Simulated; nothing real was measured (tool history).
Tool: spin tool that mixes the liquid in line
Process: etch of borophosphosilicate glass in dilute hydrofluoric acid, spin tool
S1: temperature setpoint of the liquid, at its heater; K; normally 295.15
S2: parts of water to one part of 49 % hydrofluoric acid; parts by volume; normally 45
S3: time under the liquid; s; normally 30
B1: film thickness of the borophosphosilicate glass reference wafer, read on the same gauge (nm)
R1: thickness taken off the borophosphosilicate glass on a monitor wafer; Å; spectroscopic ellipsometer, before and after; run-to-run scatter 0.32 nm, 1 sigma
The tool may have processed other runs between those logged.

| run | hour | S1 | S2 | S3 | B1 | R1 |
|---|---|---|---|---|---|---|
| 1 | 0 | 295.15 | 45 | 30 | 48.68 | 399.6 |
|  | 33.7 | hydrofluoric acid flow meter replaced |
| 2 | 35 | 295.15 | 45 | 30 | 48.6 | 400.6 |
| 3 | 53.4 | 295.15 | 45 | 15 | 48.56 | 197.1 |
| 4 | 73.3 | 295.15 | 45 | 15 | 48.54 | 197.4 |
| 5 | 102.5 | 293.15 | 45 | 30 | 48.44 | 357 |
| 6 | 119 | 295.15 | 45 | 30 | 48.43 | 395.8 |
| 7 | 147.4 | 295.15 | 45 | 30 | 48.41 | 393.7 |
| 8 | 169 | 295.15 | 45 | 30 | 48.36 | 391.4 |
|  | 189.8 | thermometer replaced |
| 9 | 193.6 | 295.15 | 45 | 25 | 48.34 | 326.4 |
| 10 | 217.4 | 296.65 | 45 | 30 | 48.27 | 422.5 |
| 11 | 243.3 | 291.65 | 45 | 30 | 48.24 | 336.4 |
| 12 | 267.4 | 299.15 | 35 | 15 | 48.21 | 302.9 |
| 13 | 295.8 | 299.15 | 30 | 20 | 48.14 | 469.4 |
|  | 306.4 | gauge calibrated |
| 14 | 308.8 | 295.15 | 55 | 30 | 50 | 330.8 |
| 15 | 344.6 | 292.65 | 55 | 40 | 49.92 | 388 |
| 16 | 364.8 | 291.15 | 25 | 15 | 49.87 | 314.6 |
| 17 | 377.6 | 292.15 | 25 | 30 | 49.84 | 647.7 |
| 18 | 468.6 | 300.15 | 45 | 15 | 49.72 | 244.9 |
| 19 | 482.2 | 295.15 | 45 | 30 | 49.71 | 403.2 |
| 20 | 504.3 | 295.15 | 45 | 30 | 49.63 | 407.2 |
| 21 | 525.4 | 297.65 | 45 | 15 | 49.6 | 221.9 |
| 22 | 552.5 | 299.65 | 45 | 15 | 49.58 | 241.8 |
| 23 | 568.7 | 291.15 | 30 | 20 | 49.52 | 345.3 |
| 24 | 594.4 | 295.15 | 45 | 40 | 49.46 | 535.6 |
| 25 | 629.6 | 295.15 | 30 | 30 | 49.38 | 611 |
| 26 | 644.1 | 290.65 | 45 | 40 | 49.41 | 443.6 |
| 27 | 664.7 | 299.15 | 45 | 20 | 49.36 | 318.2 |
| 28 | 694.7 | 291.65 | 45 | 35 | 49.34 | 406.4 |
| 29 | 716.7 | 300.15 | 25 | 30 | 49.33 | 907.6 |
| 30 | 744.1 | 300.15 | 25 | 25 | 49.18 | 768.1 |
| 31 | 764.5 | 295.15 | 45 | 30 | 49.2 | 399.4 |
| 32 | 777.5 | 290.65 | 45 | 30 | 49.16 | 329.7 |

Per-run results on a tool with no hidden state, each run keeping its own random variation:
The hidden state here: liquid hotter than its thermometer reads (K); hydrofluoric acid flow above the setpoint (%); gauge reads high (%).
| run | R1 |
|---|---|
| 1 | 410.6 |
| 2 | 412.1 |
| 3 | 202.9 |
| 4 | 203.3 |
| 5 | 368.2 |
| 6 | 408.4 |
| 7 | 406.6 |
| 8 | 404.6 |
| 9 | 337.7 |
| 10 | 437.5 |
| 11 | 348.7 |
| 12 | 314.2 |
| 13 | 487.5 |
| 14 | 330.9 |
| 15 | 388.6 |
| 16 | 315.3 |
| 17 | 649.4 |
| 18 | 246.3 |
| 19 | 405.8 |
| 20 | 410.1 |
| 21 | 223.6 |
| 22 | 243.9 |
| 23 | 348.6 |
| 24 | 541.1 |
| 25 | 618.1 |
| 26 | 448.9 |
| 27 | 322.2 |
| 28 | 412 |
| 29 | 920.9 |
| 30 | 780.2 |
| 31 | 405.9 |
| 32 | 335.3 |
